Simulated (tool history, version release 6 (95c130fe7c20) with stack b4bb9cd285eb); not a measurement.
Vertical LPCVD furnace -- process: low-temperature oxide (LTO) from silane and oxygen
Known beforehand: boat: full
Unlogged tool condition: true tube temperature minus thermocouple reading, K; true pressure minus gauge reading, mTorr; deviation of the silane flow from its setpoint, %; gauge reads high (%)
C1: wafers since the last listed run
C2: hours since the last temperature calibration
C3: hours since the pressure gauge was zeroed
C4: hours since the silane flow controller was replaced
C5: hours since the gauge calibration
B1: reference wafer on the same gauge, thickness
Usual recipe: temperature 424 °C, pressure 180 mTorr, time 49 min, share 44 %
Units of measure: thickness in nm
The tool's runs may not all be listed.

Run 1, hour 0: usual settings; C1 0; C2 3049.7; C3 2128; C4 5396.8; C5 248.3; B1 438.48. Result: thickness 494.92 nm.
Run 2, hour 107.4: usual settings; C1 1246; C2 3157.1; C3 2235.4; C4 5504.2; C5 355.7; B1 440.04. Result: thickness 495.6 nm.
Run 3, hour 148.4: usual settings; C1 476; C2 3198.1; C3 2276.4; C4 5545.2; C5 396.7; B1 438.59. Result: thickness 496.5 nm.
Run 4, hour 228.9: usual settings; C1 934; C2 3278.6; C3 2356.9; C4 5625.7; C5 477.2; B1 440.04. Result: thickness 498.3 nm.
Run 5, hour 326.8: usual settings; C1 1136; C2 3376.5; C3 2454.8; C4 5723.6; C5 575.1; B1 438.59. Result: thickness 494.04 nm.
Run 6, hour 427.6: usual settings but time 43.5 min; C1 1170; C2 3477.3; C3 2555.6; C4 5824.4; C5 675.9; B1 438.46. Result: thickness 441.28 nm.
At hour 505.5: gauge calibrated.
At hour 541.2: silane flow controller replaced.
Run 7, hour 541.7: usual settings but temperature 427 °C, pressure 160 mTorr; C1 1046; C2 3591.4; C3 2669.7; C4 0.5; C5 36.2; B1 438.7. Result: thickness 449 nm.
Run 8, hour 633: usual settings but temperature 427 °C, pressure 160 mTorr; C1 1059; C2 3682.7; C3 2761; C4 91.8; C5 127.5; B1 439.39. Result: thickness 447.35 nm.
At hour 700.4: thermocouples replaced and temperature profile calibrated.
Run 9, hour 712.8: usual settings but pressure 215 mTorr, time 66 min; C1 647; C2 12.4; C3 2840.8; C4 171.6; C5 207.3; B1 438.58. Result: thickness 808.39 nm.
At hour 802.9: pressure gauge zeroed.
Run 10, hour 803.4: usual settings but temperature 415 °C, pressure 160 mTorr, time 58.5 min, share 50 %; C1 773; C2 103; C3 0.5; C4 262.2; C5 297.9; B1 439.61. Result: thickness 561.95 nm.
Run 11, hour 857.1: usual settings but temperature 419 °C; C1 623; C2 156.7; C3 54.2; C4 315.9; C5 351.6; B1 438.22. Result: thickness 492.82 nm.
Run 12, hour 912.6: usual settings but share 50 %; C1 644; C2 212.2; C3 109.7; C4 371.4; C5 407.1; B1 438.12. Result: thickness 574.77 nm.
Run 13, hour 969.9: usual settings; C1 665; C2 269.5; C3 167; C4 428.7; C5 464.4; B1 438.79. Result: thickness 515.25 nm.
Run 14, hour 1018: usual settings but time 29.5 min; C1 558; C2 317.6; C3 215.1; C4 476.8; C5 512.5; B1 438.72. Result: thickness 308.8 nm.
Run 15, hour 1059.8: usual settings but time 31 min; C1 485; C2 359.4; C3 256.9; C4 518.6; C5 554.3; B1 437.96. Result: thickness 322.87 nm.
Run 16, hour 1151.5: usual settings but pressure 200 mTorr, share 41 %; C1 1064; C2 451.1; C3 348.6; C4 610.3; C5 646; B1 439.24. Result: thickness 528.72 nm.

Branching from run 16: 4 alternative next runs. What would each branch give?
Run A, hour 1156.2: usual settings; C1 54; C2 455.8; C3 353.3; C4 615; C5 650.7; B1 ?. Result: thickness ?.
Run B, hour 1156.2: usual settings but temperature 434 °C; C1 54; C2 455.8; C3 353.3; C4 615; C5 650.7; B1 ?. Result: thickness ?.
Run C, hour 1156.2: usual settings but temperature 416 °C, time 31 min; C1 54; C2 455.8; C3 353.3; C4 615; C5 650.7; B1 ?. Result: thickness ?.
Run D, hour 1156.2: usual settings but temperature 413 °C, pressure 165 mTorr, time 65.5 min, share 39 %; C1 54; C2 455.8; C3 353.3; C4 615; C5 650.7; B1 ?. Result: thickness ?.

run      B1  thickness
  A  439.68     512.32
  B  439.68     563.62
  C  439.68     299.49
  D  439.68     491.72
Without the tool's unlogged condition, the same runs would have read:
run  thickness
  A     526.31
  B        579
  C     307.67
  D     506.39

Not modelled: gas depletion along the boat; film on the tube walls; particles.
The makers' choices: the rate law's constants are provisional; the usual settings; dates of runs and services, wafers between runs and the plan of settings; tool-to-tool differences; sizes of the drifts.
